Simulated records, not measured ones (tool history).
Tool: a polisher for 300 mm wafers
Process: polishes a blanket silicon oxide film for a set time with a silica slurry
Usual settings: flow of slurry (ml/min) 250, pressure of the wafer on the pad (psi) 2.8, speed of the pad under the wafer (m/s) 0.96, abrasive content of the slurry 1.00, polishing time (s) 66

| run | hour | flow of slurry (ml/min) | pressure of the wafer on the pad (psi) | speed of the pad under the wafer (m/s) | abrasive content of the slurry | polishing time (s) | wafers since the last listed run | wafers polished on this pad | hours since the slurry nozzle was cleaned | hours since the head pressure was calibrated | hours since the slurry blender was calibrated | hours since the conditioning disc was replaced | incoming thickness of the incoming film, nm | film removed (angstrom) |
|---|---|---|---|---|---|---|---|---|---|---|---|---|---|---|
| 1 | 0.0 | 250 | 3.3 | 0.96 | 1.00 | 66 | 0 | 188 | 699.2 | 86.8 | 189.7 | 167.0 | 1813.9 | 968 |
| 2 | 15.0 | 250 | 2.8 | 0.96 | 1.00 | 66 | 138 | 327 | 714.2 | 101.8 | 204.7 | 182.0 | 1815.8 | 862 |
|  | 31.8 | slurry blender recalibrated |
| 3 | 38.8 | 250 | 2.8 | 0.96 | 1.00 | 66 | 201 | 528 | 738.0 | 125.6 | 7.0 | 205.8 | 1777.6 | 859 |
|  | 42.8 | slurry nozzle cleaned |
|  | 54.0 | conditioning disc replaced and pad reconditioned, repeated, since the last time left the tool worse |
| 4 | 66.4 | 180 | 2.8 | 0.96 | 1.00 | 66 | 227 | 755 | 23.6 | 153.2 | 34.6 | 12.4 | 1811.5 | 1042 |
| 5 | 90.6 | 170 | 2.8 | 0.96 | 1.00 | 79 | 223 | 979 | 47.8 | 177.4 | 58.8 | 36.6 | 1820.6 | 1227 |
| 6 | 106.9 | 310 | 2.8 | 0.96 | 1.00 | 66 | 150 | 1130 | 64.1 | 193.7 | 75.1 | 52.9 | 1791.8 | 1118 |
| 7 | 120.7 | 250 | 2.8 | 0.96 | 1.15 | 66 | 127 | 1257 | 77.9 | 207.5 | 88.9 | 66.7 | 1810.5 | 1115 |
|  | 175.7 | worn pad replaced by a new one |
| 8 | 190.0 | 315 | 2.8 | 0.96 | 1.00 | 66 | 603 | 131 | 147.2 | 276.8 | 158.2 | 136.0 | 1783.6 | 1084 |
| 9 | 203.2 | 250 | 2.8 | 0.96 | 1.10 | 52 | 121 | 253 | 160.4 | 290.0 | 171.4 | 149.2 | 1788.7 | 864 |
| 10 | 220.7 | 250 | 2.8 | 0.96 | 1.00 | 66 | 161 | 415 | 177.9 | 307.5 | 188.9 | 166.7 | 1832.2 | 1030 |
| 11 | 240.0 | 250 | 2.8 | 1.16 | 1.10 | 49 | 178 | 593 | 197.2 | 326.8 | 208.2 | 186.0 | 1826.7 | 936 |
| 12 | 258.1 | 250 | 2.8 | 0.96 | 1.00 | 66 | 167 | 761 | 215.3 | 344.9 | 226.3 | 204.1 | 1828.9 | 1019 |
| 13 | 291.4 | 250 | 2.8 | 0.96 | 1.00 | 53 | 307 | 1068 | 248.6 | 378.2 | 259.6 | 237.4 | 1794.6 | 819 |
|  | 301.2 | slurry blender recalibrated |
| 14 | 323.6 | 250 | 2.8 | 0.96 | 1.00 | 66 | 279 | 1347 | 280.8 | 410.4 | 22.4 | 269.6 | 1816.5 | 1034 |
| 15 | 337.7 | 250 | 2.8 | 0.96 | 1.00 | 66 | 130 | 1478 | 294.9 | 424.5 | 36.5 | 283.7 | 1836.2 | 1008 |
| 16 | 364.0 | 250 | 2.8 | 0.96 | 1.25 | 66 | 243 | 1721 | 321.2 | 450.8 | 62.8 | 310.0 | 1781.2 | 1092 |
|  | 381.1 | worn pad replaced by a new one |
| 17 | 393.0 | 250 | 2.8 | 0.96 | 1.00 | 76 | 231 | 110 | 350.2 | 479.8 | 91.8 | 339.0 | 1801.6 | 1154 |
| 18 | 417.4 | 320 | 2.8 | 0.96 | 1.00 | 66 | 225 | 335 | 374.6 | 504.2 | 116.2 | 363.4 | 1813.3 | 1039 |
| 19 | 435.6 | 250 | 2.8 | 0.74 | 1.00 | 44 | 168 | 503 | 392.8 | 522.4 | 134.4 | 381.6 | 1827.1 | 554 |
| 20 | 464.0 | 250 | 2.0 | 1.26 | 0.70 | 66 | 262 | 766 | 421.2 | 550.8 | 162.8 | 410.0 | 1800.4 | 742 |
| 21 | 497.0 | 250 | 2.8 | 0.96 | 1.00 | 66 | 304 | 1071 | 454.2 | 583.8 | 195.8 | 443.0 | 1810.7 | 991 |
| 22 | 515.4 | 250 | 2.8 | 0.96 | 1.00 | 86 | 170 | 1241 | 472.6 | 602.2 | 214.2 | 461.4 | 1773.7 | 1298 |
| 23 | 527.9 | 250 | 2.8 | 0.96 | 1.00 | 66 | 115 | 1356 | 485.1 | 614.7 | 226.7 | 473.9 | 1773.1 | 970 |
|  | 545.4 | conditioning disc replaced and pad reconditioned |
|  | 554.3 | slurry blender recalibrated |
|  | 554.7 | worn pad replaced by a new one |
| 24 | 562.6 | 250 | 2.1 | 0.96 | 1.00 | 48 | 280 | 73 | 519.8 | 649.4 | 8.3 | 17.2 | 1808.5 | 586 |

5 ways to go on from here, each from the tool as it stands after run 24. What would each give?
| A | 563.0 | 250 | 2.8 | 0.96 | 1.00 | 58 | 3 | 76 | 520.2 | 649.8 | 8.7 | 17.6 | 1805.8 | ? |
| B | 563.0 | 215 | 2.8 | 0.96 | 0.80 | 81 | 3 | 76 | 520.2 | 649.8 | 8.7 | 17.6 | 1805.8 | ? |
| C | 563.0 | 185 | 1.8 | 1.28 | 1.00 | 66 | 3 | 76 | 520.2 | 649.8 | 8.7 | 17.6 | 1805.8 | ? |
| D | 563.0 | 250 | 1.9 | 0.96 | 1.10 | 48 | 3 | 76 | 520.2 | 649.8 | 8.7 | 17.6 | 1805.8 | ? |
| E | 563.0 | 185 | 3.2 | 0.96 | 1.00 | 66 | 3 | 76 | 520.2 | 649.8 | 8.7 | 17.6 | 1805.8 | ? |

| run | film removed (angstrom) |
|---|---|
| A | 947 |
| B | 1174 |
| C | 836 |
| D | 554 |
| E | 1179 |
Without the tool's hidden state the same runs would have given:
| run | film removed (angstrom) |
|---|---|
| A | 953 |
| B | 1182 |
| C | 841 |
| D | 557 |
| E | 1187 |

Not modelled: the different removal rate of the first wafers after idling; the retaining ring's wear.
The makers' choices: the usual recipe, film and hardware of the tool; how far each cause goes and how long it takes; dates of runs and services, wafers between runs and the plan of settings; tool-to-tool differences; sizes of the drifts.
